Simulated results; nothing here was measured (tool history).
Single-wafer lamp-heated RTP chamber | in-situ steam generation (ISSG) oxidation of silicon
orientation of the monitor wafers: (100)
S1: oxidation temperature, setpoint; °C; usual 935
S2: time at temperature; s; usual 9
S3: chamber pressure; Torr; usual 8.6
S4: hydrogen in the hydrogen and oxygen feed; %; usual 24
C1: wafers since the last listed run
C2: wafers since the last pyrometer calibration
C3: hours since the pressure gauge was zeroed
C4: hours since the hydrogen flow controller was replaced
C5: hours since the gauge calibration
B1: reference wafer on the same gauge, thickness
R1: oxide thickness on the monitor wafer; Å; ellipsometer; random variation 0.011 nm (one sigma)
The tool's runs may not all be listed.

run,day,S1,S2,S3,S4,C1,C2,C3,C4,C5,B1,R1
1,0,935,9,8.6,24,0,476,2359.4,4759.8,572.8,3.769,34.56
2,1.75,935,9,8.6,24,568,1044,2401.4,4801.8,614.8,3.771,34.68
3,2.838,935,9,8.6,24,353,1398,2427.5,4827.9,640.9,3.771,34.6
4,4.138,935,9,8.6,24,422,1820,2458.7,4859.1,672.1,3.772,34.57
5,5.954,935,9,8.6,24,590,2411,2502.3,4902.7,715.7,3.769,34.43
# day 10.696: gauge calibrated
6,11.404,935,9,8.6,24,1771,4182,2633.1,5033.5,17,3.775,34.45
7,12.604,935,9,8.6,24,389,4572,2661.9,5062.3,45.8,3.769,34.61
# day 13.246: pressure gauge zeroed
8,15.312,935,9,8.6,24,771,5344,49.6,5127.3,110.8,3.762,34.51
9,16.554,935,9,9.7,29,403,5747,79.4,5157.1,140.6,3.771,35.46

Forecast run 10:
# day 17.75: pyrometer window cleaned and pyrometer calibrated
10,17.792,935,9,8.6,24,293,13,109.1,5186.8,170.3,?,?

B1: 3.766
R1: 34.5 Å
Without the tool's hidden state the same run would have given R1 34.5 Å.
